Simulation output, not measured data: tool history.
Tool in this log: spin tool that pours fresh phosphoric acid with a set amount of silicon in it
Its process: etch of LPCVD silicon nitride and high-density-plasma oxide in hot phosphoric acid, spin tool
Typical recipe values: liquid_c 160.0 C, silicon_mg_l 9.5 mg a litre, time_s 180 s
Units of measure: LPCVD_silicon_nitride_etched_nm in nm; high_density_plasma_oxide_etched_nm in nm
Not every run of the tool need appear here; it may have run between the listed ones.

run	hour	liquid_c	silicon_mg_l	time_s	read-back film thickness of the LPCVD silicon nitride reference wafer, read on the same gauge (nm)	read-back film thickness of the high-density-plasma oxide reference wafer, read on the same gauge (nm)	LPCVD_silicon_nitride_etched_nm	high_density_plasma_oxide_etched_nm
1	0.0	160.0	9.5	180	30.02	99.983	13.30	0.409
2	32.3	160.0	9.5	180	29.98	100.027	13.32	0.449
3	67.4	160.0	9.5	180	30.01	100.013	13.33	0.411
4	98.3	160.0	9.5	180	29.99	100.007	13.25	0.404
5	168.4	160.0	9.5	180	30.01	100.009	13.26	0.430
# hour 173.9: dissolved silicon flow meter replaced
6	199.7	160.0	9.5	180	30.00	100.008	13.20	0.442
7	230.0	160.0	9.5	180	30.00	100.002	13.21	0.394
# hour 252.5: gauge calibrated
8	263.4	158.5	12.5	265	29.99	99.983	17.99	0.485
# hour 269.3: heated supply line repaired
# hour 281.8: thermometer replaced
9	285.4	159.0	9.5	180	30.00	100.019	15.01	0.515
10	307.5	158.0	6.5	285	29.99	99.998	22.74	0.750
11	334.1	160.0	9.5	180	30.04	100.004	15.47	0.579
12	361.6	161.5	9.5	180	29.98	99.974	16.06	0.657

Forecast run 13:
13	391.0	163.0	9.5	270	?	?	?	?

{"run 13": {"read-back film thickness of the LPCVD silicon nitride reference wafer, read on the same gauge (nm)": 30.01, "read-back film thickness of the high-density-plasma oxide reference wafer, read on the same gauge (nm)": 99.97, "LPCVD_silicon_nitride_etched_nm": 25.46, "high_density_plasma_oxide_etched_nm": 1.069}}
The same run, on a tool lacking any hidden state, would have yielded LPCVD_silicon_nitride_etched_nm 25.84 nm, high_density_plasma_oxide_etched_nm 1.105 nm.
